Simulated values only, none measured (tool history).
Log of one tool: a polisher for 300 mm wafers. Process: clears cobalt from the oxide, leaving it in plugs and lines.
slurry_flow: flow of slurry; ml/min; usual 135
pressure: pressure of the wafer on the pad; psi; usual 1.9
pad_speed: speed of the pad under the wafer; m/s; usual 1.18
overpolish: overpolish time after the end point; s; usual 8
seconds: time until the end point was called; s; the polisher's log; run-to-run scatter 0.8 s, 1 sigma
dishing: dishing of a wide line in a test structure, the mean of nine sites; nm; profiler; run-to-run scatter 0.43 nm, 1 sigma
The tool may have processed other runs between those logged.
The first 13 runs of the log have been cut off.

run	day	slurry_flow	pressure	pad_speed	overpolish	wafers since the last listed run	wafers polished on this pad	hours since the slurry nozzle was cleaned	hours since the head pressure was calibrated	incoming thickness of the incoming film, nm	seconds	dishing
14	39.638	135	1.9	1.18	8	576	1969	86.8	318.5	271.1	58.9	25.7
15	49.546	135	1.9	1.18	8	1988	3957	324.6	556.3	270.5	62.5	24.7
# day 51.358: head pressure recalibrated
16	52.183	135	1.9	1.18	4	512	4470	387.9	19.8	272.2	65.1	13.8
# day 54.496: worn pad replaced by a new one
17	55.483	135	1.9	1.18	8	628	197	467.1	99.0	269.2	57.6	25.7
18	57.483	135	1.4	1.46	13	401	599	515.1	147.0	268.7	55.8	33.7
# day 57.883: slurry nozzle cleaned
19	61.621	135	1.9	1.18	8	821	1421	89.7	246.3	271.4	57.5	25.3
20	65.929	175	1.3	1.00	10	864	2285	193.1	349.7	269.8	86.2	21.5
21	69.567	115	1.9	1.00	8	729	3015	280.4	437.0	268.9	71.6	22.1
22	71.179	100	1.6	1.18	4	323	3339	319.1	475.7	267.8	69.3	12.7
# day 72.629: head pressure recalibrated
23	74.329	120	1.6	1.00	6	615	3954	394.7	40.8	268.5	85.7	15.7
24	77.238	180	1.9	1.18	8	583	4538	464.5	110.6	267.3	60.3	24.2
# day 78.571: worn pad replaced by a new one
# day 79.421: slurry nozzle cleaned
25	80.829	135	1.9	1.18	5	678	444	33.8	196.8	268.7	56.0	17.4
26	82.708	135	1.9	1.18	8	377	822	78.9	241.9	272.6	57.7	25.0
27	85.475	175	1.6	1.18	8	555	1377	145.3	308.3	273.1	64.8	23.7

Predict the results of run 28:
28	87.867	175	1.9	0.96	4	479	1857	202.7	365.7	269.8	?	?

Run 28 gave seconds 68.7 s, dishing 12.9 nm.
Without the tool's hidden state the same run would have given seconds 67.0 s, dishing 13.2 nm.
